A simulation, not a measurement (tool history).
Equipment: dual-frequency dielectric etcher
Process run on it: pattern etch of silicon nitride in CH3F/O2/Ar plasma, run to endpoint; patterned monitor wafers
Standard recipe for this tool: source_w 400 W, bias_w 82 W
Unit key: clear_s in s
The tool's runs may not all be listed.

run    hour  source_w  bias_w  incoming incoming film thickness, nm  clear_s
  1     0.0       370      82                                 44.62     64.1
  2    76.5       400      77                                 44.64     63.3
  3   135.8       400      77                                 44.31     63.0
  4   225.5       400      82                                 44.50     61.8
  5   329.2       430      77                                 44.78     61.7
  6   385.9       430      77                                 44.26     61.3
  7   481.9       400      82                                 44.69     61.9
      568.3  -- wet clean of the chamber
  8   575.4       400      82                                 44.90     62.5
  9   662.4       400      82                                 44.92     62.5
 10   766.4       440      71                                 44.11     62.4
 11   820.9       440      71                                 44.51     63.4
      922.0  -- upper electrode replaced
 12   922.5       400      82                                 44.46     62.4
      934.4  -- source power generator calibrated
 13   992.5       400      82                                 44.93     63.6
 14  1074.7       400      82                                 44.89     64.1
     1138.0  -- wet clean of the chamber
 15  1143.4       360      82                                 43.82     64.7
     1164.3  -- bias power generator calibrated
 16  1213.9       340      90                                 44.97     65.8
 17  1279.5       450      99                                 44.30     56.6
 18  1341.6       360      92                                 45.15     64.3
     1391.5  -- source power generator calibrated, repeated, since the last time left the tool worse
 19  1392.0       430      71                                 44.30     62.6
 20  1459.0       310      94                                 45.04     65.5
 21  1538.8       330      82                                 44.82     66.5
 22  1609.7       330      89                                 44.69     64.8
     1667.7  -- wet clean of the chamber
 23  1675.7       480      82                                 44.49     57.6

Run 24 has not been measured yet. What should we expect?
 24  1781.5       400      82                                 44.78        ?

Run 24 gave clear_s 62.0 s.
Were there no unlogged condition in the tool, this run, its random variation unchanged, would have produced clear_s 62.0 s.

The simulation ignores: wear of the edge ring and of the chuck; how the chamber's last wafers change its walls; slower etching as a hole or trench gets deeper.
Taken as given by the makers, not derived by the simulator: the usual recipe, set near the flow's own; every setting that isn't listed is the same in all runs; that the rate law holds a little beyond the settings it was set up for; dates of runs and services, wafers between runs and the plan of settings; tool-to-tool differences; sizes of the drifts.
